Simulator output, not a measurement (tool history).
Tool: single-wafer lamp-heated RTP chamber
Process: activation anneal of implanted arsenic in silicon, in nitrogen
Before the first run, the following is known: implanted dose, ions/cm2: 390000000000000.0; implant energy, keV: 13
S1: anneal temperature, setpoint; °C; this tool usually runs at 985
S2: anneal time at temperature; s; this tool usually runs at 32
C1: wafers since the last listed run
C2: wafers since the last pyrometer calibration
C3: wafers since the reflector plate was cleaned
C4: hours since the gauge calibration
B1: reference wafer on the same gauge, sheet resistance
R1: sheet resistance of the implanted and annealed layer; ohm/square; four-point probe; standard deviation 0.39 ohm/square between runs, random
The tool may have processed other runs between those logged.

{"run": 1, "day": 0.0, "S1": 962, "S2": 32, "C1": 0, "C2": 1658, "C3": 1658, "C4": 163.2, "B1": 248.06, "R1": 262.21}
{"run": 2, "day": 0.438, "S1": 962, "S2": 32, "C1": 138, "C2": 1797, "C3": 1797, "C4": 173.7, "B1": 248.05, "R1": 262.28}
{"run": 3, "day": 1.062, "S1": 962, "S2": 32, "C1": 198, "C2": 1995, "C3": 1995, "C4": 188.7, "B1": 247.98, "R1": 262.62}
{"run": 4, "day": 1.312, "S1": 985, "S2": 22, "C1": 79, "C2": 2075, "C3": 2075, "C4": 194.7, "B1": 248.04, "R1": 261.87}
{"run": 5, "day": 1.733, "S1": 1002, "S2": 32, "C1": 133, "C2": 2208, "C3": 2208, "C4": 204.8, "B1": 247.99, "R1": 256.31}
{"run": 6, "day": 2.25, "S1": 985, "S2": 32, "C1": 164, "C2": 2372, "C3": 2372, "C4": 217.2, "B1": 248.03, "R1": 259.65}
{"run": 7, "day": 2.683, "S1": 985, "S2": 32, "C1": 137, "C2": 2510, "C3": 2510, "C4": 227.6, "B1": 247.95, "R1": 259.98}
{"run": 8, "day": 3.004, "S1": 985, "S2": 32, "C1": 101, "C2": 2612, "C3": 2612, "C4": 235.3, "B1": 247.98, "R1": 258.76}
{"run": 9, "day": 3.625, "S1": 985, "S2": 32, "C1": 197, "C2": 2809, "C3": 2809, "C4": 250.2, "B1": 248.0, "R1": 258.43}
{"run": 10, "day": 5.5, "S1": 978, "S2": 32, "C1": 595, "C2": 3405, "C3": 3405, "C4": 295.2, "B1": 247.97, "R1": 259.95}
{"run": 11, "day": 7.608, "S1": 978, "S2": 32, "C1": 669, "C2": 4075, "C3": 4075, "C4": 345.8, "B1": 247.98, "R1": 258.7}
{"run": 12, "day": 8.312, "S1": 978, "S2": 32, "C1": 223, "C2": 4298, "C3": 4298, "C4": 362.7, "B1": 248.0, "R1": 258.62}
{"run": 13, "day": 9.054, "S1": 985, "S2": 32, "C1": 235, "C2": 4534, "C3": 4534, "C4": 380.5, "B1": 247.95, "R1": 258.33}
{"day": 10.05, "done": "gauge calibrated"}
{"run": 14, "day": 11.0, "S1": 985, "S2": 32, "C1": 618, "C2": 5152, "C3": 5152, "C4": 22.8, "B1": 248.01, "R1": 257.57}
{"run": 15, "day": 11.517, "S1": 985, "S2": 32, "C1": 164, "C2": 5316, "C3": 5316, "C4": 35.2, "B1": 248.02, "R1": 257.7}
{"run": 16, "day": 12.1, "S1": 985, "S2": 32, "C1": 185, "C2": 5502, "C3": 5502, "C4": 49.2, "B1": 247.97, "R1": 258.42}
{"run": 17, "day": 12.546, "S1": 985, "S2": 32, "C1": 141, "C2": 5643, "C3": 5643, "C4": 59.9, "B1": 247.87, "R1": 257.72}
{"run": 18, "day": 12.821, "S1": 985, "S2": 26, "C1": 87, "C2": 5731, "C3": 5731, "C4": 66.5, "B1": 248.01, "R1": 259.1}
{"run": 19, "day": 13.212, "S1": 985, "S2": 25, "C1": 124, "C2": 5855, "C3": 5855, "C4": 75.9, "B1": 248.08, "R1": 259.58}
{"run": 20, "day": 13.892, "S1": 963, "S2": 15, "C1": 215, "C2": 6071, "C3": 6071, "C4": 92.2, "B1": 248.04, "R1": 265.22}
{"day": 14.367, "done": "pyrometer window cleaned and pyrometer calibrated"}
{"day": 14.758, "done": "reflector plate cleaned"}
{"run": 21, "day": 14.779, "S1": 956, "S2": 17, "C1": 70, "C2": 24, "C3": 6, "C4": 113.5, "B1": 247.9, "R1": 266.01}
{"run": 22, "day": 14.812, "S1": 975, "S2": 32, "C1": 10, "C2": 35, "C3": 16, "C4": 114.3, "B1": 248.03, "R1": 260.83}
{"run": 23, "day": 15.471, "S1": 976, "S2": 41, "C1": 209, "C2": 244, "C3": 225, "C4": 130.1, "B1": 248.01, "R1": 258.59}
{"run": 24, "day": 16.175, "S1": 985, "S2": 32, "C1": 223, "C2": 468, "C3": 449, "C4": 147.0, "B1": 248.03, "R1": 258.53}
{"run": 25, "day": 16.617, "S1": 985, "S2": 32, "C1": 140, "C2": 608, "C3": 589, "C4": 157.6, "B1": 247.95, "R1": 259.68}
{"run": 26, "day": 17.258, "S1": 985, "S2": 32, "C1": 203, "C2": 812, "C3": 793, "C4": 173.0, "B1": 248.03, "R1": 259.48}
{"run": 27, "day": 17.629, "S1": 985, "S2": 14, "C1": 117, "C2": 930, "C3": 911, "C4": 181.9, "B1": 248.0, "R1": 264.57}
{"run": 28, "day": 18.025, "S1": 1000, "S2": 17, "C1": 125, "C2": 1056, "C3": 1037, "C4": 191.4, "B1": 248.0, "R1": 261.27}
{"run": 29, "day": 18.288, "S1": 985, "S2": 32, "C1": 83, "C2": 1139, "C3": 1120, "C4": 197.7, "B1": 248.0, "R1": 259.74}

What does the tool deliver on the next run?
{"run": 30, "day": 18.771, "S1": 1012, "S2": 21, "C1": 153, "C2": 1293, "C3": 1274, "C4": 209.3, "B1": "?", "R1": "?"}

B1: 247.99
R1: 258.13 ohm/square
The same run, on a tool lacking any hidden state, would have yielded R1 258.35 ohm/square.
